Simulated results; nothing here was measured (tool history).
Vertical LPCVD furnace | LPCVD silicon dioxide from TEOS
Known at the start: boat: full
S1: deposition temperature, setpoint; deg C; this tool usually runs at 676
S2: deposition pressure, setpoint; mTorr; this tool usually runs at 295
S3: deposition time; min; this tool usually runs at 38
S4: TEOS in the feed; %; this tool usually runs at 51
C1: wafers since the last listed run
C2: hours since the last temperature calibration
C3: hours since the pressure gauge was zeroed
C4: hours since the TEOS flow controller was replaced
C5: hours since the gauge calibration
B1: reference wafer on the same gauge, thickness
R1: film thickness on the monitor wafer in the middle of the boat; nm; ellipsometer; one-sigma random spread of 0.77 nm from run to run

| run | hour | S1 | S2 | S3 | S4 | C1 | C2 | C3 | C4 | C5 | B1 | R1 |
|---|---|---|---|---|---|---|---|---|---|---|---|---|
| 1 | 0 | 676 | 295 | 38 | 51 | 0 | 4093.3 | 518.7 | 4363.4 | 1716.4 | 150.25 | 144.75 |
| 2 | 93 | 676 | 295 | 38 | 51 | 1666 | 4186.3 | 611.7 | 4456.4 | 1809.4 | 150.06 | 145.35 |
| 3 | 184.5 | 667 | 295 | 43 | 51 | 1639 | 4277.8 | 703.2 | 4547.9 | 1900.9 | 149.83 | 131.65 |
| 4 | 274.7 | 667 | 295 | 43 | 51 | 1616 | 4368 | 793.4 | 4638.1 | 1991.1 | 150.33 | 130.38 |
| 5 | 319 | 667 | 295 | 43 | 51 | 793 | 4412.3 | 837.7 | 4682.4 | 2035.4 | 149.79 | 131.16 |
|  | 476.9 | TEOS flow controller replaced |
| 6 | 477.4 | 676 | 295 | 38 | 51 | 2408 | 4570.7 | 996.1 | 0.5 | 2193.8 | 149.82 | 144.98 |
| 7 | 496.3 | 676 | 295 | 38 | 51 | 338 | 4589.6 | 1015 | 19.4 | 2212.7 | 150.1 | 143.68 |
| 8 | 533.8 | 676 | 295 | 38 | 51 | 672 | 4627.1 | 1052.5 | 56.9 | 2250.2 | 149.71 | 144.8 |
| 9 | 584.3 | 664 | 345 | 38 | 51 | 904 | 4677.6 | 1103 | 107.4 | 2300.7 | 149.79 | 116.83 |
|  | 669.3 | thermocouples replaced and temperature profile calibrated |
| 10 | 669.8 | 676 | 295 | 38 | 51 | 1102 | 0.5 | 1188.5 | 192.9 | 2386.2 | 150.13 | 140.42 |
| 11 | 765.5 | 687 | 250 | 23 | 46 | 1714 | 96.2 | 1284.2 | 288.6 | 2481.9 | 150.16 | 96.86 |
| 12 | 804.6 | 676 | 295 | 38 | 51 | 700 | 135.3 | 1323.3 | 327.7 | 2521 | 150.21 | 140.69 |
| 13 | 870.5 | 676 | 295 | 38 | 45 | 1180 | 201.2 | 1389.2 | 393.6 | 2586.9 | 150.05 | 133.28 |
| 14 | 966.4 | 676 | 275 | 44 | 51 | 1718 | 297.1 | 1485.1 | 489.5 | 2682.8 | 150.34 | 158.01 |
| 15 | 1017.1 | 676 | 295 | 38 | 51 | 908 | 347.8 | 1535.8 | 540.2 | 2733.5 | 149.89 | 141.19 |
| 16 | 1084.8 | 676 | 295 | 38 | 46 | 1213 | 415.5 | 1603.5 | 607.9 | 2801.2 | 149.81 | 134.94 |
|  | 1090.2 | gauge calibrated |
| 17 | 1149.6 | 676 | 295 | 30 | 60 | 1161 | 480.3 | 1668.3 | 672.7 | 59.4 | 150.01 | 119.78 |
| 18 | 1218.5 | 676 | 295 | 38 | 51 | 1234 | 549.2 | 1737.2 | 741.6 | 128.3 | 149.47 | 141.89 |
| 19 | 1321.9 | 681 | 315 | 32.5 | 59 | 1852 | 652.6 | 1840.6 | 845 | 231.7 | 149.99 | 152.99 |
| 20 | 1364.1 | 676 | 275 | 44 | 51 | 756 | 694.8 | 1882.8 | 887.2 | 273.9 | 149.81 | 158.45 |
| 21 | 1470.5 | 676 | 355 | 38 | 44 | 1906 | 801.2 | 1989.2 | 993.6 | 380.3 | 149.93 | 145.71 |
| 22 | 1571.1 | 676 | 295 | 30.5 | 51 | 1802 | 901.8 | 2089.8 | 1094.2 | 480.9 | 149.61 | 114.41 |
|  | 1692.8 | pressure gauge zeroed |
| 23 | 1839 | 676 | 330 | 38 | 51 | 4370 | 1169.7 | 146.2 | 1362.1 | 748.8 | 149.95 | 151.31 |
| 24 | 1895.8 | 670 | 345 | 43 | 48 | 1017 | 1226.5 | 203 | 1418.9 | 805.6 | 150.21 | 146.88 |
| 25 | 2002.4 | 676 | 295 | 38 | 51 | 1910 | 1333.1 | 309.6 | 1525.5 | 912.2 | 149.8 | 143.52 |
| 26 | 2107.7 | 676 | 295 | 38 | 47 | 1887 | 1438.4 | 414.9 | 1630.8 | 1017.5 | 150.15 | 136.94 |
| 27 | 2147.1 | 676 | 295 | 38 | 42 | 706 | 1477.8 | 454.3 | 1670.2 | 1056.9 | 149.88 | 131.01 |
| 28 | 2232.9 | 685 | 355 | 50 | 55 | 1537 | 1563.6 | 540.1 | 1756 | 1142.7 | 150.22 | 265.97 |
| 29 | 2282.7 | 683 | 330 | 50.5 | 51 | 892 | 1613.4 | 589.9 | 1805.8 | 1192.5 | 149.91 | 238.5 |
| 30 | 2362.9 | 676 | 365 | 45 | 54 | 1437 | 1693.6 | 670.1 | 1886 | 1272.7 | 150.17 | 195.2 |
| 31 | 2442.5 | 664 | 295 | 38 | 51 | 1426 | 1773.2 | 749.7 | 1965.6 | 1352.3 | 149.81 | 106.95 |
| 32 | 2534.4 | 676 | 275 | 38 | 51 | 1646 | 1865.1 | 841.6 | 2057.5 | 1444.2 | 150.42 | 137.32 |

The same runs without the tool's hidden state, with the same run-to-run variation:
Hidden conditions of the tool in this case: true tube temperature minus thermocouple reading, K; true pressure minus gauge reading, mTorr; deviation of the TEOS flow from its setpoint, %; gauge reads high (%).
| run | R1 |
|---|---|
| 1 | 140.48 |
| 2 | 141.05 |
| 3 | 127.66 |
| 4 | 126.41 |
| 5 | 127.16 |
| 6 | 140.62 |
| 7 | 139.35 |
| 8 | 140.43 |
| 9 | 113.21 |
| 10 | 140.26 |
| 11 | 96.59 |
| 12 | 140.18 |
| 13 | 132.65 |
| 14 | 157.01 |
| 15 | 140.19 |
| 16 | 133.84 |
| 17 | 118.7 |
| 18 | 140.47 |
| 19 | 151.27 |
| 20 | 156.57 |
| 21 | 143.79 |
| 22 | 112.77 |
| 23 | 148.74 |
| 24 | 144.28 |
| 25 | 140.88 |
| 26 | 134.3 |
| 27 | 128.44 |
| 28 | 260.69 |
| 29 | 233.66 |
| 30 | 191.08 |
| 31 | 104.57 |
| 32 | 134.27 |
